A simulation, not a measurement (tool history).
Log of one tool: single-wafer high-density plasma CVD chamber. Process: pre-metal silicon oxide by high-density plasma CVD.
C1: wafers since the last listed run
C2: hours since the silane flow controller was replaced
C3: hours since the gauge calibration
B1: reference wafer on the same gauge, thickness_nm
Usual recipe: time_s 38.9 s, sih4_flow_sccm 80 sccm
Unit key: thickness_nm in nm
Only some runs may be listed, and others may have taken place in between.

Run 1, hour 0: usual settings; C1 0; C2 2849.4; C3 815.5; B1 291.07. Result: thickness_nm 291.588 nm.
Run 2, hour 41.5: usual settings but sih4_flow_sccm 88 sccm; C1 935; C2 2890.9; C3 857; B1 291.237. Result: thickness_nm 319.881 nm.
Run 3, hour 117.7: usual settings; C1 1717; C2 2967.1; C3 933.2; B1 291.091. Result: thickness_nm 293.147 nm.
Run 4, hour 171.5: usual settings; C1 1212; C2 3020.9; C3 987; B1 290.786. Result: thickness_nm 291.533 nm.
Run 5, hour 273.6: usual settings; C1 2301; C2 3123; C3 1089.1; B1 290.897. Result: thickness_nm 291.5 nm.
Run 6, hour 373.2: usual settings; C1 2245; C2 3222.6; C3 1188.7; B1 290.929. Result: thickness_nm 290.594 nm.
Run 7, hour 466.8: usual settings; C1 2110; C2 3316.2; C3 1282.3; B1 290.977. Result: thickness_nm 290.307 nm.
Run 8, hour 554.2: usual settings but sih4_flow_sccm 69 sccm; C1 1970; C2 3403.6; C3 1369.7; B1 290.944. Result: thickness_nm 249.551 nm.
Run 9, hour 593.3: usual settings but sih4_flow_sccm 69 sccm; C1 881; C2 3442.7; C3 1408.8; B1 290.662. Result: thickness_nm 250.117 nm.
Run 10, hour 670.1: usual settings but time_s 32.9 s; C1 1731; C2 3519.5; C3 1485.6; B1 291.166. Result: thickness_nm 244.667 nm.
Run 11, hour 708.6: usual settings but time_s 32.9 s; C1 867; C2 3558; C3 1524.1; B1 291.112. Result: thickness_nm 243.641 nm.
Run 12, hour 794.1: usual settings; C1 1927; C2 3643.5; C3 1609.6; B1 290.884. Result: thickness_nm 287.469 nm.
Run 13, hour 835.6: usual settings but sih4_flow_sccm 70 sccm; C1 935; C2 3685; C3 1651.1; B1 290.944. Result: thickness_nm 252.345 nm.
At hour 854.9: gauge calibrated.
Run 14, hour 904.4: usual settings but sih4_flow_sccm 70 sccm; C1 1550; C2 3753.8; C3 49.5; B1 290.962. Result: thickness_nm 251.237 nm.
Run 15, hour 966.6: usual settings but sih4_flow_sccm 70 sccm; C1 1402; C2 3816; C3 111.7; B1 290.728. Result: thickness_nm 251.206 nm.
Run 16, hour 1068.6: usual settings but time_s 42.2 s; C1 2299; C2 3918; C3 213.7; B1 290.9. Result: thickness_nm 311.425 nm.
Run 17, hour 1163.6: usual settings; C1 2141; C2 4013; C3 308.7; B1 291. Result: thickness_nm 285.872 nm.
Run 18, hour 1210.7: usual settings but time_s 35.8 s, sih4_flow_sccm 69 sccm; C1 1061; C2 4060.1; C3 355.8; B1 290.724. Result: thickness_nm 227.646 nm.
Run 19, hour 1304.3: usual settings but time_s 41.2 s, sih4_flow_sccm 87 sccm; C1 2110; C2 4153.7; C3 449.4; B1 291.14. Result: thickness_nm 330.139 nm.

Run 20 comes next. What will it give?
Run 20, hour 1395.4: usual settings; C1 2053; C2 4244.8; C3 540.5; B1 ?. Result: thickness_nm ?.

B1: 291.148
thickness_nm: 283.504 nm
Had the tool carried no hidden state, the very same run would have given thickness_nm 307.798 nm.
